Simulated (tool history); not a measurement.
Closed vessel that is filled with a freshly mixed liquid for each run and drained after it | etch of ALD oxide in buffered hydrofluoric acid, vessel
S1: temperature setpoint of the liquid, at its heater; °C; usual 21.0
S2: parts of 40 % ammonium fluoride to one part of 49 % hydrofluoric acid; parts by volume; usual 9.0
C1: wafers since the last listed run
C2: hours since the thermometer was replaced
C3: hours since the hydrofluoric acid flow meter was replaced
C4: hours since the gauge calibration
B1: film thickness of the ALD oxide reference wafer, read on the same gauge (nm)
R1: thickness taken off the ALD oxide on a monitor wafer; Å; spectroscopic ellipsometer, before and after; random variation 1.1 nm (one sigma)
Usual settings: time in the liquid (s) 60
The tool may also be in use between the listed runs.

{"run": 1, "hour": 0.0, "S1": 18.5, "S2": 9.0, "time in the liquid (s)": 60, "C1": 0, "C2": 644.5, "C3": 2157.8, "C4": 420.2, "B1": 120.01, "R1": 948.1}
{"run": 2, "hour": 15.9, "S1": 21.0, "S2": 8.0, "time in the liquid (s)": 60, "C1": 2050, "C2": 660.4, "C3": 2173.7, "C4": 436.1, "B1": 119.97, "R1": 1229.3}
{"run": 3, "hour": 26.9, "S1": 21.0, "S2": 8.0, "time in the liquid (s)": 60, "C1": 1418, "C2": 671.4, "C3": 2184.7, "C4": 447.1, "B1": 119.98, "R1": 1233.8}
{"run": 4, "hour": 42.0, "S1": 21.0, "S2": 9.0, "time in the liquid (s)": 60, "C1": 1947, "C2": 686.5, "C3": 2199.8, "C4": 462.2, "B1": 120.0, "R1": 1090.8}
{"run": 5, "hour": 49.5, "S1": 21.0, "S2": 9.0, "time in the liquid (s)": 60, "C1": 967, "C2": 694.0, "C3": 2207.3, "C4": 469.7, "B1": 119.97, "R1": 1096.5}
{"run": 6, "hour": 55.9, "S1": 21.0, "S2": 9.0, "time in the liquid (s)": 60, "C1": 825, "C2": 700.4, "C3": 2213.7, "C4": 476.1, "B1": 120.01, "R1": 1082.2}
{"run": 7, "hour": 69.6, "S1": 21.0, "S2": 9.0, "time in the liquid (s)": 60, "C1": 1766, "C2": 714.1, "C3": 2227.4, "C4": 489.8, "B1": 119.97, "R1": 1077.6}
{"run": 8, "hour": 77.6, "S1": 24.0, "S2": 9.0, "time in the liquid (s)": 60, "C1": 1031, "C2": 722.1, "C3": 2235.4, "C4": 497.8, "B1": 119.98, "R1": 1280.7}
{"run": 9, "hour": 86.7, "S1": 21.0, "S2": 9.0, "time in the liquid (s)": 60, "C1": 1173, "C2": 731.2, "C3": 2244.5, "C4": 506.9, "B1": 119.99, "R1": 1067.8}
{"run": 10, "hour": 103.4, "S1": 21.0, "S2": 9.0, "time in the liquid (s)": 60, "C1": 2153, "C2": 747.9, "C3": 2261.2, "C4": 523.6, "B1": 119.98, "R1": 1085.3}
{"hour": 111.5, "done": "hydrofluoric acid flow meter replaced"}
{"run": 11, "hour": 112.0, "S1": 21.0, "S2": 9.0, "time in the liquid (s)": 60, "C1": 980, "C2": 756.5, "C3": 0.5, "C4": 532.2, "B1": 119.99, "R1": 1088.6}
{"run": 12, "hour": 125.8, "S1": 21.0, "S2": 9.0, "time in the liquid (s)": 75, "C1": 1779, "C2": 770.3, "C3": 14.3, "C4": 546.0, "B1": 120.02, "R1": 1345.1}
{"run": 13, "hour": 141.1, "S1": 18.5, "S2": 11.5, "time in the liquid (s)": 75, "C1": 1972, "C2": 785.6, "C3": 29.6, "C4": 561.3, "B1": 120.02, "R1": 962.4}
{"run": 14, "hour": 153.8, "S1": 17.0, "S2": 9.0, "time in the liquid (s)": 60, "C1": 1637, "C2": 798.3, "C3": 42.3, "C4": 574.0, "B1": 119.99, "R1": 865.8}
{"run": 15, "hour": 186.6, "S1": 21.0, "S2": 9.0, "time in the liquid (s)": 60, "C1": 4229, "C2": 831.1, "C3": 75.1, "C4": 606.8, "B1": 119.99, "R1": 1080.2}
{"run": 16, "hour": 196.9, "S1": 19.5, "S2": 11.5, "time in the liquid (s)": 90, "C1": 1328, "C2": 841.4, "C3": 85.4, "C4": 617.1, "B1": 119.98, "R1": 1224.4}
{"hour": 198.5, "done": "gauge calibrated"}
{"run": 17, "hour": 211.1, "S1": 21.0, "S2": 9.0, "time in the liquid (s)": 60, "C1": 1831, "C2": 855.6, "C3": 99.6, "C4": 12.6, "B1": 120.03, "R1": 1095.3}
{"run": 18, "hour": 222.4, "S1": 21.0, "S2": 9.0, "time in the liquid (s)": 60, "C1": 1457, "C2": 866.9, "C3": 110.9, "C4": 23.9, "B1": 120.01, "R1": 1089.7}
{"run": 19, "hour": 229.9, "S1": 18.0, "S2": 7.0, "time in the liquid (s)": 70, "C1": 967, "C2": 874.4, "C3": 118.4, "C4": 31.4, "B1": 120.03, "R1": 1404.2}
{"run": 20, "hour": 239.2, "S1": 21.0, "S2": 12.0, "time in the liquid (s)": 40, "C1": 1199, "C2": 883.7, "C3": 127.7, "C4": 40.7, "B1": 119.99, "R1": 564.9}
{"run": 21, "hour": 246.3, "S1": 21.0, "S2": 9.0, "time in the liquid (s)": 80, "C1": 915, "C2": 890.8, "C3": 134.8, "C4": 47.8, "B1": 120.0, "R1": 1446.8}
{"run": 22, "hour": 253.3, "S1": 21.0, "S2": 9.0, "time in the liquid (s)": 60, "C1": 902, "C2": 897.8, "C3": 141.8, "C4": 54.8, "B1": 120.05, "R1": 1105.4}
{"run": 23, "hour": 265.5, "S1": 21.0, "S2": 9.0, "time in the liquid (s)": 60, "C1": 1573, "C2": 910.0, "C3": 154.0, "C4": 67.0, "B1": 120.01, "R1": 1086.8}
{"run": 24, "hour": 276.4, "S1": 21.0, "S2": 12.0, "time in the liquid (s)": 35, "C1": 1405, "C2": 920.9, "C3": 164.9, "C4": 77.9, "B1": 119.99, "R1": 496.7}
{"run": 25, "hour": 289.0, "S1": 17.0, "S2": 7.5, "time in the liquid (s)": 60, "C1": 1624, "C2": 933.5, "C3": 177.5, "C4": 90.5, "B1": 119.99, "R1": 1038.2}
{"run": 26, "hour": 304.9, "S1": 21.0, "S2": 9.0, "time in the liquid (s)": 60, "C1": 2050, "C2": 949.4, "C3": 193.4, "C4": 106.4, "B1": 120.02, "R1": 1091.3}
{"hour": 314.7, "done": "thermometer replaced"}
{"run": 27, "hour": 316.9, "S1": 21.0, "S2": 9.0, "time in the liquid (s)": 95, "C1": 1418, "C2": 2.2, "C3": 205.4, "C4": 118.4, "B1": 119.98, "R1": 1717.8}

The next listed run, before its measurement:
{"run": 28, "hour": 330.4, "S1": 21.0, "S2": 9.0, "time in the liquid (s)": 60, "C1": 1740, "C2": 15.7, "C3": 218.9, "C4": 131.9, "B1": "?", "R1": "?"}

Run 28 gave B1 120.01, R1 1098.4 Å.
Without the tool's hidden state the same run would have given R1 1098.4 Å.
